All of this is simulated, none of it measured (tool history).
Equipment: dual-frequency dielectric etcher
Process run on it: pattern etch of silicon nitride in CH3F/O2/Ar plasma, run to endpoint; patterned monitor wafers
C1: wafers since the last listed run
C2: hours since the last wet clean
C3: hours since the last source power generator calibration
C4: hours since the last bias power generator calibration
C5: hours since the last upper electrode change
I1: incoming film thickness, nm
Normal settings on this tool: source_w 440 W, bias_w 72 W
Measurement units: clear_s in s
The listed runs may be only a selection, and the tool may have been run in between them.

{"run": 1, "hour": 0.0, "source_w": 440, "bias_w": 72, "C1": 0, "C2": 185.3, "C3": 3456.5, "C4": 1564.8, "C5": 6172.1, "I1": 31.39, "clear_s": 39.9}
{"run": 2, "hour": 16.4, "source_w": 440, "bias_w": 72, "C1": 152, "C2": 201.7, "C3": 3472.9, "C4": 1581.2, "C5": 6188.5, "I1": 31.46, "clear_s": 39.9}
{"run": 3, "hour": 31.8, "source_w": 440, "bias_w": 72, "C1": 143, "C2": 217.1, "C3": 3488.3, "C4": 1596.6, "C5": 6203.9, "I1": 31.17, "clear_s": 39.7}
{"run": 4, "hour": 48.1, "source_w": 440, "bias_w": 59, "C1": 151, "C2": 233.4, "C3": 3504.6, "C4": 1612.9, "C5": 6220.2, "I1": 31.21, "clear_s": 44.4}
{"run": 5, "hour": 62.9, "source_w": 400, "bias_w": 72, "C1": 137, "C2": 248.2, "C3": 3519.4, "C4": 1627.7, "C5": 6235, "I1": 31.17, "clear_s": 41.2}
{"run": 6, "hour": 80.8, "source_w": 400, "bias_w": 72, "C1": 166, "C2": 266.1, "C3": 3537.3, "C4": 1645.6, "C5": 6252.9, "I1": 31.14, "clear_s": 41.1}
{"hour": 114.7, "done": "upper electrode replaced"}
{"run": 7, "hour": 115.2, "source_w": 440, "bias_w": 72, "C1": 96, "C2": 300.5, "C3": 3571.7, "C4": 1680, "C5": 0.5, "I1": 31.13, "clear_s": 38.7}
{"run": 8, "hour": 115.6, "source_w": 440, "bias_w": 72, "C1": 3, "C2": 300.9, "C3": 3572.1, "C4": 1680.4, "C5": 0.9, "I1": 30.99, "clear_s": 38.8}
{"run": 9, "hour": 115.9, "source_w": 440, "bias_w": 72, "C1": 2, "C2": 301.2, "C3": 3572.4, "C4": 1680.7, "C5": 1.2, "I1": 31.29, "clear_s": 39.4}
{"run": 10, "hour": 130.8, "source_w": 440, "bias_w": 72, "C1": 138, "C2": 316.1, "C3": 3587.3, "C4": 1695.6, "C5": 16.1, "I1": 31.11, "clear_s": 38.7}
{"run": 11, "hour": 147.6, "source_w": 440, "bias_w": 72, "C1": 156, "C2": 332.9, "C3": 3604.1, "C4": 1712.4, "C5": 32.9, "I1": 31.28, "clear_s": 38.3}
{"run": 12, "hour": 155.7, "source_w": 440, "bias_w": 72, "C1": 75, "C2": 341, "C3": 3612.2, "C4": 1720.5, "C5": 41, "I1": 31.2, "clear_s": 39}
{"run": 13, "hour": 164.5, "source_w": 440, "bias_w": 85, "C1": 81, "C2": 349.8, "C3": 3621, "C4": 1729.3, "C5": 49.8, "I1": 31.54, "clear_s": 35.5}
{"run": 14, "hour": 174.9, "source_w": 440, "bias_w": 72, "C1": 96, "C2": 360.2, "C3": 3631.4, "C4": 1739.7, "C5": 60.2, "I1": 31.1, "clear_s": 38.5}
{"run": 15, "hour": 190.3, "source_w": 440, "bias_w": 72, "C1": 143, "C2": 375.6, "C3": 3646.8, "C4": 1755.1, "C5": 75.6, "I1": 31.12, "clear_s": 39.3}
{"run": 16, "hour": 204.7, "source_w": 440, "bias_w": 90, "C1": 134, "C2": 390, "C3": 3661.2, "C4": 1769.5, "C5": 90, "I1": 31.05, "clear_s": 33.9}
{"hour": 209.9, "done": "bias power generator calibrated"}
{"run": 17, "hour": 219.4, "source_w": 440, "bias_w": 88, "C1": 99, "C2": 404.7, "C3": 3675.9, "C4": 9.5, "C5": 104.7, "I1": 31.06, "clear_s": 34.6}
{"run": 18, "hour": 234.0, "source_w": 520, "bias_w": 56, "C1": 135, "C2": 419.3, "C3": 3690.5, "C4": 24.1, "C5": 119.3, "I1": 31.32, "clear_s": 41}
{"hour": 281.0, "done": "source power generator calibrated"}
{"hour": 283.0, "done": "wet clean of the chamber"}
{"run": 19, "hour": 283.5, "source_w": 550, "bias_w": 72, "C1": 405, "C2": 0.5, "C3": 2.5, "C4": 73.6, "C5": 168.8, "I1": 30.95, "clear_s": 35.8}
{"run": 20, "hour": 285.4, "source_w": 440, "bias_w": 72, "C1": 17, "C2": 2.4, "C3": 4.4, "C4": 75.5, "C5": 170.7, "I1": 31.29, "clear_s": 39.9}
{"run": 21, "hour": 296.5, "source_w": 410, "bias_w": 72, "C1": 103, "C2": 13.5, "C3": 15.5, "C4": 86.6, "C5": 181.8, "I1": 31.33, "clear_s": 42.3}
{"run": 22, "hour": 303.3, "source_w": 500, "bias_w": 72, "C1": 63, "C2": 20.3, "C3": 22.3, "C4": 93.4, "C5": 188.6, "I1": 31, "clear_s": 37.1}
{"run": 23, "hour": 313.1, "source_w": 360, "bias_w": 60, "C1": 91, "C2": 30.1, "C3": 32.1, "C4": 103.2, "C5": 198.4, "I1": 31.2, "clear_s": 49.4}
{"run": 24, "hour": 321.3, "source_w": 440, "bias_w": 84, "C1": 76, "C2": 38.3, "C3": 40.3, "C4": 111.4, "C5": 206.6, "I1": 31.08, "clear_s": 37.2}
{"run": 25, "hour": 332.1, "source_w": 390, "bias_w": 63, "C1": 100, "C2": 49.1, "C3": 51.1, "C4": 122.2, "C5": 217.4, "I1": 31.26, "clear_s": 46.5}
{"run": 26, "hour": 341.0, "source_w": 440, "bias_w": 62, "C1": 82, "C2": 58, "C3": 60, "C4": 131.1, "C5": 226.3, "I1": 31.21, "clear_s": 43.7}
{"run": 27, "hour": 347.8, "source_w": 440, "bias_w": 72, "C1": 63, "C2": 64.8, "C3": 66.8, "C4": 137.9, "C5": 233.1, "I1": 31.29, "clear_s": 39.7}
{"run": 28, "hour": 354.6, "source_w": 520, "bias_w": 72, "C1": 63, "C2": 71.6, "C3": 73.6, "C4": 144.7, "C5": 239.9, "I1": 31.32, "clear_s": 36.6}
{"run": 29, "hour": 369.3, "source_w": 380, "bias_w": 77, "C1": 136, "C2": 86.3, "C3": 88.3, "C4": 159.4, "C5": 254.6, "I1": 31.36, "clear_s": 41.4}
{"run": 30, "hour": 387.0, "source_w": 440, "bias_w": 72, "C1": 164, "C2": 104, "C3": 106, "C4": 177.1, "C5": 272.3, "I1": 30.97, "clear_s": 39.9}
{"run": 31, "hour": 400.0, "source_w": 340, "bias_w": 85, "C1": 120, "C2": 117, "C3": 119, "C4": 190.1, "C5": 285.3, "I1": 31.25, "clear_s": 41.3}
{"run": 32, "hour": 417.8, "source_w": 440, "bias_w": 72, "C1": 165, "C2": 134.8, "C3": 136.8, "C4": 207.9, "C5": 303.1, "I1": 31.24, "clear_s": 40.3}
{"run": 33, "hour": 430.5, "source_w": 440, "bias_w": 72, "C1": 118, "C2": 147.5, "C3": 149.5, "C4": 220.6, "C5": 315.8, "I1": 31.11, "clear_s": 39.5}
{"run": 34, "hour": 436.9, "source_w": 470, "bias_w": 79, "C1": 59, "C2": 153.9, "C3": 155.9, "C4": 227, "C5": 322.2, "I1": 31.28, "clear_s": 37}

Below are 5 alternative next runs, each starting from the tool's condition after run 34. Predict each:
{"run": "A", "hour": 437.3, "source_w": 440, "bias_w": 57, "C1": 3, "C2": 154.3, "C3": 156.3, "C4": 227.4, "C5": 322.6, "I1": 31.31, "clear_s": "?"}
{"run": "B", "hour": 437.3, "source_w": 440, "bias_w": 77, "C1": 3, "C2": 154.3, "C3": 156.3, "C4": 227.4, "C5": 322.6, "I1": 31.31, "clear_s": "?"}
{"run": "C", "hour": 437.3, "source_w": 510, "bias_w": 63, "C1": 3, "C2": 154.3, "C3": 156.3, "C4": 227.4, "C5": 322.6, "I1": 31.31, "clear_s": "?"}
{"run": "D", "hour": 437.3, "source_w": 500, "bias_w": 64, "C1": 3, "C2": 154.3, "C3": 156.3, "C4": 227.4, "C5": 322.6, "I1": 31.31, "clear_s": "?"}
{"run": "E", "hour": 437.3, "source_w": 510, "bias_w": 81, "C1": 3, "C2": 154.3, "C3": 156.3, "C4": 227.4, "C5": 322.6, "I1": 31.31, "clear_s": "?"}

run=A clear_s=46
run=B clear_s=38.9
run=C clear_s=40.4
run=D clear_s=40.4
run=E clear_s=35.3
The same runs, with their run-to-run variation unchanged, on a tool lacking any hidden condition would have given:
run=A clear_s=46.5
run=B clear_s=39.3
run=C clear_s=40.8
run=D clear_s=40.8
run=E clear_s=35.6

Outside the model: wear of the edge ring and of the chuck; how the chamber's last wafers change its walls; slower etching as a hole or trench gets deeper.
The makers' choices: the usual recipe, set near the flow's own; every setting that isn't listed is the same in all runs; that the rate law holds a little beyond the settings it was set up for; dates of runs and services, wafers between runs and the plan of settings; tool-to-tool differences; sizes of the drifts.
